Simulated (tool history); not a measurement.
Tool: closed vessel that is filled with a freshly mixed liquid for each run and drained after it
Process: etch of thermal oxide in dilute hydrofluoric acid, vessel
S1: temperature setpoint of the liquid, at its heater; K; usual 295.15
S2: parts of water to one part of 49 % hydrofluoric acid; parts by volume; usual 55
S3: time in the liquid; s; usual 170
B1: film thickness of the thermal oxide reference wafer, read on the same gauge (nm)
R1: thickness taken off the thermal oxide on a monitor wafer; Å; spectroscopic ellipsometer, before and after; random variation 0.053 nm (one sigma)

Run 1, hour 0: usual settings but S2 35 parts by volume; B1 150.03. Result: R1 252.4 Å.
Run 2, hour 23.3: usual settings but S2 35 parts by volume; B1 150.04. Result: R1 251.5 Å.
Run 3, hour 49.6: usual settings but S2 35 parts by volume; B1 149.99. Result: R1 251.8 Å.
Run 4, hour 66.3: usual settings but S3 230 s; B1 150.02. Result: R1 210.9 Å.
Run 5, hour 102.3: usual settings; B1 149.96. Result: R1 156.3 Å.
Run 6, hour 120.7: usual settings; B1 150.03. Result: R1 156.4 Å.
Run 7, hour 137.9: usual settings; B1 150. Result: R1 155.8 Å.
Run 8, hour 169.8: usual settings; B1 149.96. Result: R1 155.4 Å.
Run 9, hour 183.2: usual settings; B1 149.98. Result: R1 157 Å.
Run 10, hour 195.7: usual settings; B1 149.97. Result: R1 156.5 Å.
Run 11, hour 228.7: usual settings but S1 298.15 K, S2 65 parts by volume, S3 120 s; B1 150.01. Result: R1 104.4 Å.
Run 12, hour 249.3: usual settings but S1 293.65 K, S2 40 parts by volume; B1 150.04. Result: R1 206.5 Å.
Run 13, hour 273.1: usual settings but S1 291.65 K, S2 35 parts by volume, S3 120 s; B1 150. Result: R1 153.2 Å.
Run 14, hour 294.9: usual settings but S3 265 s; B1 149.99. Result: R1 243.4 Å.
Run 15, hour 312.7: usual settings but S2 65 parts by volume; B1 150.03. Result: R1 131.4 Å.
Run 16, hour 325.1: usual settings but S2 75 parts by volume; B1 149.99. Result: R1 112.1 Å.
Run 17, hour 357.5: usual settings but S2 30 parts by volume; B1 150.01. Result: R1 295.6 Å.
Run 18, hour 376.9: usual settings but S1 298.15 K, S2 65 parts by volume, S3 120 s; B1 150.03. Result: R1 104 Å.
Run 19, hour 394.5: usual settings but S1 292.15 K, S2 80 parts by volume, S3 215 s; B1 150.05. Result: R1 116.4 Å.
Run 20, hour 474.9: usual settings but S1 291.15 K, S2 30 parts by volume; B1 150.04. Result: R1 249.6 Å.
Run 21, hour 495.3: usual settings but S3 210 s; B1 150. Result: R1 192.7 Å.
Run 22, hour 512.5: usual settings; B1 149.97. Result: R1 157.4 Å.
Run 23, hour 525.7: usual settings but S1 298.65 K, S2 65 parts by volume, S3 100 s; B1 150.02. Result: R1 88.6 Å.
Run 24, hour 543.3: usual settings but S2 75 parts by volume, S3 95 s; B1 150.03. Result: R1 63.1 Å.
Run 25, hour 578.4: usual settings but S2 85 parts by volume, S3 210 s; B1 150.06. Result: R1 120.1 Å.
Run 26, hour 610.6: usual settings; B1 150.02. Result: R1 156.9 Å.
Run 27, hour 627.3: usual settings; B1 150. Result: R1 156.3 Å.
Run 28, hour 656.3: usual settings but S3 130 s; B1 150. Result: R1 119.5 Å.
Run 29, hour 676.9: usual settings but S1 298.15 K, S3 270 s; B1 149.98. Result: R1 281.7 Å.
Run 30, hour 691.8: usual settings; B1 150. Result: R1 156.2 Å.
Run 31, hour 722.6: usual settings but S3 215 s; B1 149.95. Result: R1 198.5 Å.
Run 32, hour 750.1: usual settings; B1 149.97. Result: R1 156.9 Å.
Run 33, hour 773.3: usual settings; B1 150.01. Result: R1 155.9 Å.

Taken out of this log: 4 entries between the listed runs. Where each belongs, and how the hidden state differs across it:
Between runs 2 and 3: hydrofluoric acid flow meter replaced (hour 44.1)
  no hidden state differs between the two runs
Between runs 3 and 4: thermometer replaced (hour 63.9)
  no hidden state differs between the two runs
Between runs 24 and 25: gauge calibrated (hour 544.2); hydrofluoric acid flow meter replaced (hour 577.9)
  no hidden state differs between the two runs

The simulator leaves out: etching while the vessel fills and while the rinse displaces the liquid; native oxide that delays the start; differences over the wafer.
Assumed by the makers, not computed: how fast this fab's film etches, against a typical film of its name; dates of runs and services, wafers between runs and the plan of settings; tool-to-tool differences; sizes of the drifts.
